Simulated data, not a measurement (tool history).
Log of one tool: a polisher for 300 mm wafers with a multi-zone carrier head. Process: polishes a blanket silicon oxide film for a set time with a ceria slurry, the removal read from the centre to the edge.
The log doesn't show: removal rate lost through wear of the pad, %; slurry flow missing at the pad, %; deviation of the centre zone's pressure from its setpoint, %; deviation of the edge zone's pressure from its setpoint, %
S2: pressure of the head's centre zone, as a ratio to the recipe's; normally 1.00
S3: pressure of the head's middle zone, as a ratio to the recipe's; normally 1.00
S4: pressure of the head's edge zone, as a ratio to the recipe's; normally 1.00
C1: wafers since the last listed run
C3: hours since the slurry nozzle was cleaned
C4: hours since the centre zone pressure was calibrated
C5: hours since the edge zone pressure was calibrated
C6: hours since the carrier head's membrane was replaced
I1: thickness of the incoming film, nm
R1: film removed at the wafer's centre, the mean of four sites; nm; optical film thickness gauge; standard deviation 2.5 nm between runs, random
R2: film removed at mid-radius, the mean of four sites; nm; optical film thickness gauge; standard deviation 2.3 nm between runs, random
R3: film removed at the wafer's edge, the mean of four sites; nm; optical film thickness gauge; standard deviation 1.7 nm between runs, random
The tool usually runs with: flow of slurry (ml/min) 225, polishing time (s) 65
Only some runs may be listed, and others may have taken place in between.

{"run": 1, "hour": 0.0, "flow of slurry (ml/min)": 225, "S2": 1.0, "S3": 1.0, "S4": 1.0, "polishing time (s)": 60, "C1": 0, "wafers polished on this pad": 1236, "C3": 453.5, "C4": 133.0, "C5": 454.3, "C6": 467.9, "I1": 1084.0, "R1": 163.0, "R2": 157.8, "R3": 153.3}
{"hour": 18.6, "done": "edge zone pressure recalibrated"}
{"run": 2, "hour": 93.8, "flow of slurry (ml/min)": 225, "S2": 1.0, "S3": 1.0, "S4": 1.0, "polishing time (s)": 65, "C1": 988, "wafers polished on this pad": 2224, "C3": 547.3, "C4": 226.8, "C5": 75.2, "C6": 561.7, "I1": 1047.5, "R1": 179.6, "R2": 169.0, "R3": 169.0}
{"run": 3, "hour": 255.2, "flow of slurry (ml/min)": 225, "S2": 1.0, "S3": 1.0, "S4": 1.0, "polishing time (s)": 65, "C1": 1737, "wafers polished on this pad": 3961, "C3": 708.7, "C4": 388.2, "C5": 236.6, "C6": 723.1, "I1": 1078.5, "R1": 186.1, "R2": 170.8, "R3": 163.0}
{"run": 4, "hour": 301.2, "flow of slurry (ml/min)": 225, "S2": 1.0, "S3": 1.0, "S4": 1.0, "polishing time (s)": 65, "C1": 495, "wafers polished on this pad": 4456, "C3": 754.7, "C4": 434.2, "C5": 282.6, "C6": 769.1, "I1": 1055.8, "R1": 184.5, "R2": 166.2, "R3": 164.9}
{"hour": 357.6, "done": "carrier head's membrane replaced by a new one"}
{"hour": 396.2, "done": "worn pad replaced by a new one"}
{"run": 5, "hour": 396.7, "flow of slurry (ml/min)": 300, "S2": 1.0, "S3": 1.0, "S4": 1.0, "polishing time (s)": 48, "C1": 931, "wafers polished on this pad": 5, "C3": 850.2, "C4": 529.7, "C5": 378.1, "C6": 39.1, "I1": 1077.5, "R1": 136.8, "R2": 128.5, "R3": 124.8}
{"run": 6, "hour": 471.9, "flow of slurry (ml/min)": 225, "S2": 1.0, "S3": 1.0, "S4": 1.0, "polishing time (s)": 65, "C1": 809, "wafers polished on this pad": 815, "C3": 925.4, "C4": 604.9, "C5": 453.3, "C6": 114.3, "I1": 1082.2, "R1": 190.2, "R2": 165.3, "R3": 165.9}
{"run": 7, "hour": 511.8, "flow of slurry (ml/min)": 225, "S2": 1.0, "S3": 1.0, "S4": 0.91, "polishing time (s)": 86, "C1": 429, "wafers polished on this pad": 1244, "C3": 965.3, "C4": 644.8, "C5": 493.2, "C6": 154.2, "I1": 1066.3, "R1": 256.2, "R2": 231.0, "R3": 208.8}
{"hour": 526.9, "done": "slurry nozzle cleaned"}
{"run": 8, "hour": 600.1, "flow of slurry (ml/min)": 280, "S2": 1.09, "S3": 1.0, "S4": 1.0, "polishing time (s)": 65, "C1": 939, "wafers polished on this pad": 2184, "C3": 73.2, "C4": 733.1, "C5": 581.5, "C6": 242.5, "I1": 1057.8, "R1": 209.4, "R2": 169.9, "R3": 166.5}
{"hour": 653.8, "done": "edge zone pressure recalibrated"}
{"run": 9, "hour": 688.2, "flow of slurry (ml/min)": 225, "S2": 1.0, "S3": 1.0, "S4": 1.0, "polishing time (s)": 65, "C1": 926, "wafers polished on this pad": 3111, "C3": 161.3, "C4": 821.2, "C5": 34.4, "C6": 330.6, "I1": 1055.1, "R1": 189.0, "R2": 164.3, "R3": 166.3}
{"run": 10, "hour": 727.1, "flow of slurry (ml/min)": 290, "S2": 0.91, "S3": 1.09, "S4": 1.04, "polishing time (s)": 65, "C1": 418, "wafers polished on this pad": 3530, "C3": 200.2, "C4": 860.1, "C5": 73.3, "C6": 369.5, "I1": 1076.0, "R1": 173.1, "R2": 186.7, "R3": 175.3}
{"hour": 832.8, "done": "centre zone pressure recalibrated"}
{"run": 11, "hour": 834.3, "flow of slurry (ml/min)": 290, "S2": 1.0, "S3": 1.0, "S4": 1.1, "polishing time (s)": 65, "C1": 1132, "wafers polished on this pad": 4662, "C3": 307.4, "C4": 1.5, "C5": 180.5, "C6": 476.7, "I1": 1067.3, "R1": 170.2, "R2": 171.0, "R3": 174.9}
{"hour": 881.5, "done": "worn pad replaced by a new one"}
{"run": 12, "hour": 937.2, "flow of slurry (ml/min)": 155, "S2": 1.0, "S3": 1.11, "S4": 1.11, "polishing time (s)": 45, "C1": 1064, "wafers polished on this pad": 600, "C3": 410.3, "C4": 104.4, "C5": 283.4, "C6": 579.6, "I1": 1081.7, "R1": 115.2, "R2": 122.7, "R3": 117.4}
{"run": 13, "hour": 1024.5, "flow of slurry (ml/min)": 225, "S2": 1.0, "S3": 1.0, "S4": 1.0, "polishing time (s)": 65, "C1": 939, "wafers polished on this pad": 1539, "C3": 497.6, "C4": 191.7, "C5": 370.7, "C6": 666.9, "I1": 1075.1, "R1": 177.7, "R2": 170.4, "R3": 165.6}
{"run": 14, "hour": 1117.5, "flow of slurry (ml/min)": 225, "S2": 1.0, "S3": 1.0, "S4": 1.0, "polishing time (s)": 65, "C1": 1001, "wafers polished on this pad": 2541, "C3": 590.6, "C4": 284.7, "C5": 463.7, "C6": 759.9, "I1": 1070.5, "R1": 182.0, "R2": 171.7, "R3": 162.8}
{"run": 15, "hour": 1203.2, "flow of slurry (ml/min)": 245, "S2": 0.95, "S3": 1.0, "S4": 1.0, "polishing time (s)": 65, "C1": 922, "wafers polished on this pad": 3463, "C3": 676.3, "C4": 370.4, "C5": 549.4, "C6": 845.6, "I1": 1069.1, "R1": 175.7, "R2": 169.6, "R3": 167.4}
{"hour": 1237.6, "done": "edge zone pressure recalibrated"}
{"run": 16, "hour": 1270.0, "flow of slurry (ml/min)": 225, "S2": 1.0, "S3": 1.0, "S4": 1.0, "polishing time (s)": 72, "C1": 697, "wafers polished on this pad": 4161, "C3": 743.1, "C4": 437.2, "C5": 32.4, "C6": 912.4, "I1": 1081.8, "R1": 204.4, "R2": 193.6, "R3": 183.1}
{"hour": 1332.4, "done": "carrier head's membrane replaced by a new one"}
{"run": 17, "hour": 1332.9, "flow of slurry (ml/min)": 195, "S2": 1.07, "S3": 1.09, "S4": 1.0, "polishing time (s)": 53, "C1": 623, "wafers polished on this pad": 4784, "C3": 806.0, "C4": 500.1, "C5": 95.3, "C6": 0.5, "I1": 1077.8, "R1": 155.5, "R2": 145.9, "R3": 133.5}
{"hour": 1351.7, "done": "slurry nozzle cleaned"}
{"run": 18, "hour": 1373.4, "flow of slurry (ml/min)": 270, "S2": 1.0, "S3": 1.0, "S4": 1.0, "polishing time (s)": 65, "C1": 425, "wafers polished on this pad": 5209, "C3": 21.7, "C4": 540.6, "C5": 135.8, "C6": 41.0, "I1": 1056.9, "R1": 189.7, "R2": 169.6, "R3": 167.0}
{"hour": 1429.1, "done": "worn pad replaced by a new one"}
{"run": 19, "hour": 1435.6, "flow of slurry (ml/min)": 225, "S2": 1.0, "S3": 1.0, "S4": 1.0, "polishing time (s)": 65, "C1": 626, "wafers polished on this pad": 70, "C3": 83.9, "C4": 602.8, "C5": 198.0, "C6": 103.2, "I1": 1061.0, "R1": 187.8, "R2": 168.8, "R3": 163.4}
{"run": 20, "hour": 1480.8, "flow of slurry (ml/min)": 225, "S2": 1.0, "S3": 1.0, "S4": 1.0, "polishing time (s)": 65, "C1": 486, "wafers polished on this pad": 556, "C3": 129.1, "C4": 648.0, "C5": 243.2, "C6": 148.4, "I1": 1093.1, "R1": 188.7, "R2": 170.3, "R3": 167.1}
{"run": 21, "hour": 1585.3, "flow of slurry (ml/min)": 225, "S2": 1.0, "S3": 1.0, "S4": 1.07, "polishing time (s)": 85, "C1": 1124, "wafers polished on this pad": 1681, "C3": 233.6, "C4": 752.5, "C5": 347.7, "C6": 252.9, "I1": 1054.1, "R1": 249.3, "R2": 220.9, "R3": 219.1}

Measured less the same run without the tool's hidden state. The same run-to-run variation is in both; the gauge's scatter may not be:
run=1 R1=+8.6
run=2 R1=+12.8
run=3 R1=+17.2
run=4 R1=+17.8
run=5 R1=+14.1
run=6 R1=+20.4
run=7 R1=+28.0
run=8 R1=+23.5
run=9 R1=+21.8
run=10 R1=+20.3
run=11 R1=+0.7
run=12 R1=+4.2
run=13 R1=+10.0
run=14 R1=+13.1
run=15 R1=+14.5
run=16 R1=+18.1
run=17 R1=+14.5
run=18 R1=+18.2
run=19 R1=+18.7
run=20 R1=+19.2
run=21 R1=+26.4
R2: at most 0.1 nm away from the measurement, every run.
R3: measured minus the no-hidden-state value equals 0 in all runs.
